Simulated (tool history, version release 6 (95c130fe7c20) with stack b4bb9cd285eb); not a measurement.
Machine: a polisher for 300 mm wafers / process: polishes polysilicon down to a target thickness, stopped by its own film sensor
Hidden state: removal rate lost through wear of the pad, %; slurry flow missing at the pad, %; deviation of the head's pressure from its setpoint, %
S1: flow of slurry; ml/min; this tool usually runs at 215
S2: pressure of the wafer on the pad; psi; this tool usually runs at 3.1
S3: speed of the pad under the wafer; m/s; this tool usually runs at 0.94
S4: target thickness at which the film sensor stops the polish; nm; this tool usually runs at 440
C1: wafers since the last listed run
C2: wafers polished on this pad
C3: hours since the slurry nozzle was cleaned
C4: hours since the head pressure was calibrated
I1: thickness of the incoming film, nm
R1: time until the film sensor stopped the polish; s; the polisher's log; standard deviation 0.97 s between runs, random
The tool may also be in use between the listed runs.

{"run": 1, "hour": 0.0, "S1": 215, "S2": 3.1, "S3": 0.94, "S4": 440, "C1": 0, "C2": 6949, "C3": 587.7, "C4": 1069.1, "I1": 901.7, "R1": 67.8}
{"hour": 48.9, "done": "slurry nozzle cleaned"}
{"run": 2, "hour": 57.4, "S1": 215, "S2": 3.1, "S3": 0.94, "S4": 440, "C1": 682, "C2": 7631, "C3": 8.5, "C4": 1126.5, "I1": 894.3, "R1": 66.9}
{"hour": 81.5, "done": "worn pad replaced by a new one"}
{"run": 3, "hour": 119.9, "S1": 215, "S2": 3.1, "S3": 0.94, "S4": 440, "C1": 707, "C2": 464, "C3": 71.0, "C4": 1189.0, "I1": 892.5, "R1": 67.6}
{"hour": 196.7, "done": "head pressure recalibrated"}
{"run": 4, "hour": 205.1, "S1": 215, "S2": 3.1, "S3": 0.94, "S4": 440, "C1": 1006, "C2": 1470, "C3": 156.2, "C4": 8.4, "I1": 894.5, "R1": 60.2}
{"run": 5, "hour": 244.0, "S1": 215, "S2": 3.1, "S3": 0.94, "S4": 440, "C1": 470, "C2": 1941, "C3": 195.1, "C4": 47.3, "I1": 888.2, "R1": 59.3}
{"run": 6, "hour": 292.7, "S1": 215, "S2": 3.1, "S3": 0.94, "S4": 440, "C1": 589, "C2": 2530, "C3": 243.8, "C4": 96.0, "I1": 895.6, "R1": 60.5}
{"run": 7, "hour": 373.3, "S1": 215, "S2": 3.5, "S3": 0.94, "S4": 440, "C1": 975, "C2": 3505, "C3": 324.4, "C4": 176.6, "I1": 892.0, "R1": 55.1}
{"run": 8, "hour": 624.0, "S1": 215, "S2": 3.1, "S3": 0.94, "S4": 440, "C1": 3032, "C2": 6537, "C3": 575.1, "C4": 427.3, "I1": 889.9, "R1": 60.7}
{"hour": 653.2, "done": "worn pad replaced by a new one"}
{"run": 9, "hour": 728.4, "S1": 215, "S2": 3.1, "S3": 0.94, "S4": 440, "C1": 1214, "C2": 909, "C3": 679.5, "C4": 531.7, "I1": 871.6, "R1": 58.5}
{"hour": 742.2, "done": "slurry nozzle cleaned"}
{"run": 10, "hour": 777.7, "S1": 215, "S2": 3.1, "S3": 0.94, "S4": 440, "C1": 584, "C2": 1494, "C3": 35.5, "C4": 581.0, "I1": 892.0, "R1": 61.1}
{"run": 11, "hour": 836.1, "S1": 215, "S2": 3.1, "S3": 1.18, "S4": 440, "C1": 706, "C2": 2200, "C3": 93.9, "C4": 639.4, "I1": 901.7, "R1": 51.0}
{"run": 12, "hour": 921.8, "S1": 215, "S2": 3.1, "S3": 1.18, "S4": 440, "C1": 1036, "C2": 3237, "C3": 179.6, "C4": 725.1, "I1": 899.3, "R1": 51.1}
{"hour": 1182.9, "done": "worn pad replaced by a new one"}
{"run": 13, "hour": 1241.7, "S1": 215, "S2": 3.1, "S3": 1.18, "S4": 440, "C1": 3821, "C2": 711, "C3": 499.5, "C4": 1045.0, "I1": 892.1, "R1": 53.0}
{"run": 14, "hour": 1315.5, "S1": 215, "S2": 3.1, "S3": 0.94, "S4": 354, "C1": 892, "C2": 1603, "C3": 573.3, "C4": 1118.8, "I1": 891.4, "R1": 77.2}
{"run": 15, "hour": 1397.7, "S1": 215, "S2": 3.1, "S3": 0.94, "S4": 354, "C1": 994, "C2": 2598, "C3": 655.5, "C4": 1201.0, "I1": 892.9, "R1": 78.9}
{"hour": 1450.8, "done": "slurry nozzle cleaned"}
{"run": 16, "hour": 1485.6, "S1": 215, "S2": 3.1, "S3": 0.94, "S4": 354, "C1": 1051, "C2": 3649, "C3": 34.8, "C4": 1288.9, "I1": 889.5, "R1": 79.7}
{"run": 17, "hour": 1581.4, "S1": 215, "S2": 3.4, "S3": 0.94, "S4": 477, "C1": 1158, "C2": 4808, "C3": 130.6, "C4": 1384.7, "I1": 897.2, "R1": 59.4}
{"hour": 1588.5, "done": "head pressure recalibrated"}
{"run": 18, "hour": 1675.7, "S1": 185, "S2": 3.1, "S3": 0.94, "S4": 440, "C1": 1116, "C2": 5924, "C3": 224.9, "C4": 87.2, "I1": 892.4, "R1": 59.3}
{"run": 19, "hour": 1751.1, "S1": 215, "S2": 3.1, "S3": 0.94, "S4": 440, "C1": 912, "C2": 6837, "C3": 300.3, "C4": 162.6, "I1": 894.2, "R1": 57.2}
{"run": 20, "hour": 1813.6, "S1": 215, "S2": 3.1, "S3": 0.68, "S4": 284, "C1": 756, "C2": 7593, "C3": 362.8, "C4": 225.1, "I1": 903.2, "R1": 109.0}
{"run": 21, "hour": 1863.4, "S1": 215, "S2": 3.1, "S3": 1.1, "S4": 440, "C1": 602, "C2": 8195, "C3": 412.6, "C4": 274.9, "I1": 880.3, "R1": 49.3}
{"hour": 1883.2, "done": "worn pad replaced by a new one"}
{"run": 22, "hour": 1960.5, "S1": 215, "S2": 3.1, "S3": 1.08, "S4": 440, "C1": 1126, "C2": 934, "C3": 509.7, "C4": 372.0, "I1": 890.7, "R1": 52.1}
{"hour": 1978.5, "done": "slurry nozzle cleaned"}
{"run": 23, "hour": 2039.0, "S1": 270, "S2": 3.8, "S3": 1.1, "S4": 285, "C1": 937, "C2": 1872, "C3": 60.5, "C4": 450.5, "I1": 873.3, "R1": 53.5}
{"run": 24, "hour": 2136.5, "S1": 215, "S2": 3.1, "S3": 0.94, "S4": 440, "C1": 1179, "C2": 3051, "C3": 158.0, "C4": 548.0, "I1": 901.5, "R1": 62.5}
{"run": 25, "hour": 2302.6, "S1": 215, "S2": 3.5, "S3": 0.94, "S4": 573, "C1": 2009, "C2": 5060, "C3": 324.1, "C4": 714.1, "I1": 881.6, "R1": 36.9}
{"run": 26, "hour": 2359.3, "S1": 265, "S2": 2.5, "S3": 0.94, "S4": 440, "C1": 685, "C2": 5746, "C3": 380.8, "C4": 770.8, "I1": 901.4, "R1": 75.0}
{"run": 27, "hour": 2454.7, "S1": 215, "S2": 3.1, "S3": 0.94, "S4": 440, "C1": 1154, "C2": 6900, "C3": 476.2, "C4": 866.2, "I1": 889.5, "R1": 61.2}
{"run": 28, "hour": 2504.5, "S1": 215, "S2": 3.1, "S3": 0.94, "S4": 440, "C1": 602, "C2": 7503, "C3": 526.0, "C4": 916.0, "I1": 888.3, "R1": 61.9}
{"hour": 2557.8, "done": "worn pad replaced by a new one"}
{"run": 29, "hour": 2579.3, "S1": 215, "S2": 3.1, "S3": 0.94, "S4": 440, "C1": 856, "C2": 259, "C3": 600.8, "C4": 990.8, "I1": 895.6, "R1": 65.1}
{"hour": 2639.6, "done": "slurry nozzle cleaned"}
{"run": 30, "hour": 2669.9, "S1": 215, "S2": 3.1, "S3": 0.94, "S4": 580, "C1": 1083, "C2": 1343, "C3": 30.3, "C4": 1081.4, "I1": 890.1, "R1": 43.6}
{"hour": 2707.2, "done": "head pressure recalibrated"}
{"run": 31, "hour": 2719.1, "S1": 235, "S2": 3.1, "S3": 1.16, "S4": 440, "C1": 570, "C2": 1914, "C3": 79.5, "C4": 11.9, "I1": 900.6, "R1": 50.2}
{"run": 32, "hour": 2756.3, "S1": 265, "S2": 3.1, "S3": 0.94, "S4": 440, "C1": 450, "C2": 2364, "C3": 116.7, "C4": 49.1, "I1": 876.1, "R1": 55.7}
{"run": 33, "hour": 2825.2, "S1": 275, "S2": 3.1, "S3": 0.8, "S4": 440, "C1": 833, "C2": 3198, "C3": 185.6, "C4": 118.0, "I1": 894.3, "R1": 68.1}
{"run": 34, "hour": 2901.6, "S1": 215, "S2": 3.1, "S3": 0.94, "S4": 354, "C1": 924, "C2": 4122, "C3": 262.0, "C4": 194.4, "I1": 883.5, "R1": 71.1}
{"run": 35, "hour": 2971.4, "S1": 215, "S2": 3.1, "S3": 1.16, "S4": 591, "C1": 844, "C2": 4966, "C3": 331.8, "C4": 264.2, "I1": 898.6, "R1": 33.9}
{"run": 36, "hour": 3048.3, "S1": 215, "S2": 3.1, "S3": 0.94, "S4": 440, "C1": 930, "C2": 5896, "C3": 408.7, "C4": 341.1, "I1": 877.5, "R1": 58.1}

Forecast each of these 4 alternatives for the next run:
{"run": "A", "hour": 3048.7, "S1": 215, "S2": 3.1, "S3": 0.94, "S4": 440, "C1": 4, "C2": 5901, "C3": 409.1, "C4": 341.5, "I1": 887.9, "R1": "?"}
{"run": "B", "hour": 3048.7, "S1": 290, "S2": 3.1, "S3": 1.12, "S4": 440, "C1": 4, "C2": 5901, "C3": 409.1, "C4": 341.5, "I1": 887.9, "R1": "?"}
{"run": "C", "hour": 3048.7, "S1": 215, "S2": 3.1, "S3": 0.94, "S4": 338, "C1": 4, "C2": 5901, "C3": 409.1, "C4": 341.5, "I1": 887.9, "R1": "?"}
{"run": "D", "hour": 3048.7, "S1": 250, "S2": 4.0, "S3": 0.94, "S4": 440, "C1": 4, "C2": 5901, "C3": 409.1, "C4": 341.5, "I1": 887.9, "R1": "?"}

run=A R1=58.9
run=B R1=48.8
run=C R1=72.3
run=D R1=44.9
Had the tool no hidden state, the same runs would have come out as:
run=A R1=58.1
run=B R1=48.1
run=C R1=71.3
run=D R1=44.3

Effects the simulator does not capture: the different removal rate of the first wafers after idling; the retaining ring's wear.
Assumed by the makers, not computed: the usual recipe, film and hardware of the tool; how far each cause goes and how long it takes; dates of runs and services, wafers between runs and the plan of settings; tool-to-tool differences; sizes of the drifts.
